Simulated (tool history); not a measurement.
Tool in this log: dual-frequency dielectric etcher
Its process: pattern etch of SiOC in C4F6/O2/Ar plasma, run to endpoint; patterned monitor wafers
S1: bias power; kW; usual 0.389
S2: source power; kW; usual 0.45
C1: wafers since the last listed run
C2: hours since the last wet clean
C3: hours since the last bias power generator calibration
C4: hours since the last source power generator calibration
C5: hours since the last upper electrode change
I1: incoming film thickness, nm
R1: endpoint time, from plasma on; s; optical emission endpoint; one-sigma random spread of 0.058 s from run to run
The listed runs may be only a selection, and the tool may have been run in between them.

{"run": 1, "hour": 0.0, "S1": 0.389, "S2": 0.45, "C1": 0, "C2": 242.5, "C3": 3271, "C4": 992, "C5": 3448.1, "I1": 43.4, "R1": 13.5}
{"run": 2, "hour": 71.1, "S1": 0.389, "S2": 0.45, "C1": 964, "C2": 313.6, "C3": 3342.1, "C4": 1063.1, "C5": 3519.2, "I1": 43.03, "R1": 13.4}
{"run": 3, "hour": 108.0, "S1": 0.389, "S2": 0.45, "C1": 500, "C2": 350.5, "C3": 3379, "C4": 1100, "C5": 3556.1, "I1": 43.22, "R1": 13.3}
{"run": 4, "hour": 159.1, "S1": 0.389, "S2": 0.45, "C1": 693, "C2": 401.6, "C3": 3430.1, "C4": 1151.1, "C5": 3607.2, "I1": 43.18, "R1": 13.2}
{"run": 5, "hour": 185.1, "S1": 0.389, "S2": 0.45, "C1": 352, "C2": 427.6, "C3": 3456.1, "C4": 1177.1, "C5": 3633.2, "I1": 43.03, "R1": 13.3}
{"run": 6, "hour": 218.1, "S1": 0.389, "S2": 0.45, "C1": 447, "C2": 460.6, "C3": 3489.1, "C4": 1210.1, "C5": 3666.2, "I1": 43.5, "R1": 13.3}
{"hour": 248.4, "done": "bias power generator calibrated"}
{"run": 7, "hour": 259.7, "S1": 0.389, "S2": 0.45, "C1": 510, "C2": 502.2, "C3": 11.3, "C4": 1251.7, "C5": 3707.8, "I1": 43.39, "R1": 13.2}
{"hour": 288.1, "done": "upper electrode replaced"}
{"run": 8, "hour": 289.6, "S1": 0.389, "S2": 0.45, "C1": 80, "C2": 532.1, "C3": 41.2, "C4": 1281.6, "C5": 1.5, "I1": 43.02, "R1": 13.3}
{"hour": 348.1, "done": "wet clean of the chamber"}
{"run": 9, "hour": 348.6, "S1": 0.389, "S2": 0.45, "C1": 475, "C2": 0.5, "C3": 100.2, "C4": 1340.6, "C5": 60.5, "I1": 42.83, "R1": 13.5}
{"run": 10, "hour": 359.5, "S1": 0.32, "S2": 0.35, "C1": 147, "C2": 11.4, "C3": 111.1, "C4": 1351.5, "C5": 71.4, "I1": 43.17, "R1": 15.3}
{"run": 11, "hour": 399.7, "S1": 0.351, "S2": 0.52, "C1": 545, "C2": 51.6, "C3": 151.3, "C4": 1391.7, "C5": 111.6, "I1": 43.31, "R1": 13.5}
{"hour": 406.2, "done": "source power generator calibrated"}
{"run": 12, "hour": 462.2, "S1": 0.32, "S2": 0.51, "C1": 793, "C2": 114.1, "C3": 213.8, "C4": 56, "C5": 174.1, "I1": 43.45, "R1": 13.9}
{"run": 13, "hour": 534.5, "S1": 0.389, "S2": 0.39, "C1": 981, "C2": 186.4, "C3": 286.1, "C4": 128.3, "C5": 246.4, "I1": 43.1, "R1": 13.9}
{"run": 14, "hour": 575.4, "S1": 0.389, "S2": 0.45, "C1": 555, "C2": 227.3, "C3": 327, "C4": 169.2, "C5": 287.3, "I1": 43.46, "R1": 13.6}
{"run": 15, "hour": 606.9, "S1": 0.389, "S2": 0.45, "C1": 427, "C2": 258.8, "C3": 358.5, "C4": 200.7, "C5": 318.8, "I1": 43.97, "R1": 13.6}
{"run": 16, "hour": 674.1, "S1": 0.341, "S2": 0.35, "C1": 912, "C2": 326, "C3": 425.7, "C4": 267.9, "C5": 386, "I1": 43.59, "R1": 15}
{"run": 17, "hour": 707.9, "S1": 0.389, "S2": 0.45, "C1": 458, "C2": 359.8, "C3": 459.5, "C4": 301.7, "C5": 419.8, "I1": 43.43, "R1": 13.5}
{"run": 18, "hour": 752.4, "S1": 0.389, "S2": 0.54, "C1": 603, "C2": 404.3, "C3": 504, "C4": 346.2, "C5": 464.3, "I1": 43.55, "R1": 12.9}

Hidden condition of the tool, last listed run before each entry between runs versus first listed run after:
Logged between run 6 and run 7: bias power generator calibrated (hour 248.4)
  etch rate over this chamber's usual, %: 2.25 -> 2.45
Logged between run 7 and run 8: upper electrode replaced (hour 288.1)
  etch rate over this chamber's usual, %: 2.45 -> 2.59
Logged between run 8 and run 9: wet clean of the chamber (hour 348.1)
  etch rate over this chamber's usual, %: 2.59 -> -0.727
Logged between run 11 and run 12: source power generator calibrated (hour 406.2)
  etch rate over this chamber's usual, %: -0.481 -> -0.18
